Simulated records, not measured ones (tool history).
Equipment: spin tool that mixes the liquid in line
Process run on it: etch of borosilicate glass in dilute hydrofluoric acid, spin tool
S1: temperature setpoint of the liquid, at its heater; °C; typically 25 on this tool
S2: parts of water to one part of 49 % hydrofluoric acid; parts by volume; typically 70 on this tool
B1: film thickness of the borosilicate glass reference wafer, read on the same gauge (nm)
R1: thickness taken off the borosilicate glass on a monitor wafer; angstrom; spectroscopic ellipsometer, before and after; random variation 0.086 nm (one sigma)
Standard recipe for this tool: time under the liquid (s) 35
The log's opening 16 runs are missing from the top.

At hour 727.5: hydrofluoric acid flow meter replaced.
Run 17, hour 771.7: usual settings but time under the liquid (s) 45; B1 129.97. Result: R1 125.2 angstrom.
Run 18, hour 818.4: usual settings; B1 129.97. Result: R1 98 angstrom.
Run 19, hour 870.1: usual settings but S1 26.5 °C, S2 35 parts by volume, time under the liquid (s) 50; B1 129.96. Result: R1 311.5 angstrom.
Run 20, hour 925.1: usual settings; B1 130.04. Result: R1 98.6 angstrom.
Run 21, hour 953.8: usual settings but S1 28.5 °C, time under the liquid (s) 20; B1 130. Result: R1 63.8 angstrom.
At hour 1051.7: thermometer replaced.
Run 22, hour 1140.9: usual settings but S1 26.5 °C, time under the liquid (s) 30; B1 130.02. Result: R1 92.6 angstrom.
Run 23, hour 1175.9: usual settings but time under the liquid (s) 45; B1 129.98. Result: R1 129.3 angstrom.
At hour 1191.1: gauge calibrated.
Run 24, hour 1225.6: usual settings but S1 27 °C, S2 85 parts by volume, time under the liquid (s) 25; B1 130. Result: R1 63.9 angstrom.
Run 25, hour 1268.1: usual settings but S1 21.5 °C, S2 60 parts by volume, time under the liquid (s) 55; B1 130.03. Result: R1 161.1 angstrom.
Run 26, hour 1305: usual settings but time under the liquid (s) 45; B1 129.97. Result: R1 130.6 angstrom.
Run 27, hour 1333.5: usual settings; B1 130. Result: R1 102.7 angstrom.
Run 28, hour 1372.6: usual settings but S1 28.5 °C, S2 40 parts by volume; B1 130.06. Result: R1 212.6 angstrom.
Run 29, hour 1432.2: usual settings but time under the liquid (s) 20; B1 129.99. Result: R1 59.5 angstrom.
Run 30, hour 1460.8: usual settings but S1 24 °C; B1 129.94. Result: R1 99.8 angstrom.
Run 31, hour 1509.4: usual settings but S1 29.5 °C, S2 95 parts by volume, time under the liquid (s) 30; B1 130.04. Result: R1 75.8 angstrom.
Run 32, hour 1544.7: usual settings but S1 20.5 °C, S2 50 parts by volume, time under the liquid (s) 20; B1 130.02. Result: R1 69.7 angstrom.

Branching from run 32: 5 alternative next runs. What would each branch give?
Run A, hour 1545.1: usual settings but S1 22.5 °C; B1 ?. Result: R1 ?.
Run B, hour 1545.1: usual settings but S1 27.5 °C, S2 50 parts by volume, time under the liquid (s) 25; B1 ?. Result: R1 ?.
Run C, hour 1545.1: usual settings but S1 23.5 °C, S2 90 parts by volume, time under the liquid (s) 50; B1 ?. Result: R1 ?.
Run D, hour 1545.1: usual settings but S1 22.5 °C, S2 90 parts by volume, time under the liquid (s) 40; B1 ?. Result: R1 ?.
Run E, hour 1545.1: usual settings but S2 80 parts by volume; B1 ?. Result: R1 ?.

run      B1     R1
  A  129.99   94.1
  B  129.99  118.3
  C  129.99  106.4
  D  129.99   81.8
  E  129.99   90.1
With no hidden state in the tool, these same runs would have given:
run     R1
  A     87
  B  109.4
  C   98.2
  D   75.5
  E   83.2
